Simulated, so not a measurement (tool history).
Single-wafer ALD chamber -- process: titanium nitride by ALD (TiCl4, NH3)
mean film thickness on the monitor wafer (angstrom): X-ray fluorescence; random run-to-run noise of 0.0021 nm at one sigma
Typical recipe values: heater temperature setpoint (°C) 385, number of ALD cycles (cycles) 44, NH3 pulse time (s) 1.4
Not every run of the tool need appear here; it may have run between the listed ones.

| run | day | heater temperature setpoint (°C) | number of ALD cycles (cycles) | NH3 pulse time (s) | read-back reference wafer on the same gauge, thickness_nm | mean film thickness on the monitor wafer (angstrom) |
|---|---|---|---|---|---|---|
| 1 | 0 | 385 | 44 | 1.4 | 0.944 | 8.37 |
| 2 | 2.533 | 385 | 50 | 1.4 | 0.944 | 9.55 |
| 3 | 8.654 | 385 | 44 | 1.4 | 0.942 | 8.38 |
| 4 | 10.854 | 385 | 44 | 1.4 | 0.943 | 8.38 |
| 5 | 13.638 | 385 | 44 | 1.4 | 0.942 | 8.34 |
| 6 | 16.217 | 385 | 44 | 1.4 | 0.941 | 8.35 |
| 7 | 21.267 | 385 | 40 | 1.4 | 0.941 | 7.6 |
| 8 | 22.321 | 385 | 44 | 1.4 | 0.941 | 8.35 |
| 9 | 24.858 | 385 | 44 | 1.4 | 0.941 | 8.32 |
| 10 | 27.554 | 385 | 44 | 1.4 | 0.94 | 8.33 |
| 11 | 33.071 | 385 | 44 | 1.4 | 0.94 | 8.34 |
| 12 | 35.821 | 385 | 44 | 1.4 | 0.939 | 8.3 |
| 13 | 36.854 | 385 | 44 | 1.59 | 0.939 | 8.43 |
| 14 | 39.279 | 385 | 44 | 1.59 | 0.939 | 8.4 |
| 15 | 42.125 | 385 | 41 | 1.4 | 0.938 | 7.77 |
| 16 | 43.538 | 385 | 44 | 1.62 | 0.939 | 8.36 |
| 17 | 45.912 | 385 | 44 | 1.1 | 0.938 | 8.18 |
| 18 | 48.233 | 385 | 44 | 1.1 | 0.939 | 8.18 |
| 19 | 50.4 | 385 | 36 | 1.4 | 0.938 | 6.8 |
| 20 | 53.092 | 385 | 41 | 1.77 | 0.939 | 7.88 |
| 21 | 55.633 | 396 | 44 | 1.4 | 0.938 | 8.42 |
| 22 | 56.654 | 385 | 44 | 1.4 | 0.938 | 8.32 |
| 23 | 58.604 | 385 | 44 | 1.4 | 0.938 | 8.28 |
| 24 | 59.742 | 389 | 49 | 1.4 | 0.938 | 9.3 |
| 25 | 62.675 | 385 | 44 | 1.4 | 0.952 | 8.45 |
| 26 | 65.171 | 385 | 44 | 1.4 | 0.951 | 8.42 |
| 27 | 66.733 | 396 | 38 | 1.4 | 0.951 | 7.4 |
| 28 | 68.171 | 391 | 44 | 1.94 | 0.95 | 8.65 |
| 29 | 69.354 | 374 | 37 | 1.92 | 0.949 | 7.12 |
| 30 | 71.108 | 376 | 36 | 1.63 | 0.948 | 6.91 |
| 31 | 72.521 | 393 | 40 | 0.89 | 0.948 | 7.52 |
| 32 | 74.179 | 390 | 53 | 1.56 | 0.948 | 10.3 |
| 33 | 76.033 | 385 | 44 | 1.95 | 0.947 | 8.55 |
| 34 | 77.933 | 390 | 53 | 1.56 | 0.947 | 10.27 |
| 35 | 84.5 | 385 | 44 | 0.89 | 0.945 | 8.15 |
| 36 | 87.279 | 377 | 44 | 1.58 | 0.944 | 8.33 |
| 37 | 88.542 | 385 | 44 | 1.61 | 0.945 | 8.46 |
| 38 | 91.325 | 385 | 47 | 1.58 | 0.944 | 9.01 |
| 39 | 93.496 | 385 | 44 | 1.4 | 0.944 | 8.38 |

Put back what was entered between runs (3 entries, withheld): which listed runs does each sit between, and how does the hidden state differ from the listed run before to the listed run after?
Logged between run 20 and run 21: showerhead replaced (day 53.533)
  gauge reads high (%): -1.55 -> -1.56
  what was measured, less what the result would be without the hidden state, mean film thickness on the monitor wafer (angstrom): -0.12 -> -0.14
Logged between run 24 and run 25: gauge calibrated (day 60.017)
  gauge reads high (%): -1.58 -> -0.0846
  what was measured, less what the result would be without the hidden state, mean film thickness on the monitor wafer (angstrom): -0.15 -> -0.01
Logged between run 30 and run 31: thermocouple changed; heater temperature recalibrated (day 71.554)
  gauge reads high (%): -0.431 -> -0.48
  what was measured, less what the result would be without the hidden state, mean film thickness on the monitor wafer (angstrom): -0.03 -> -0.03
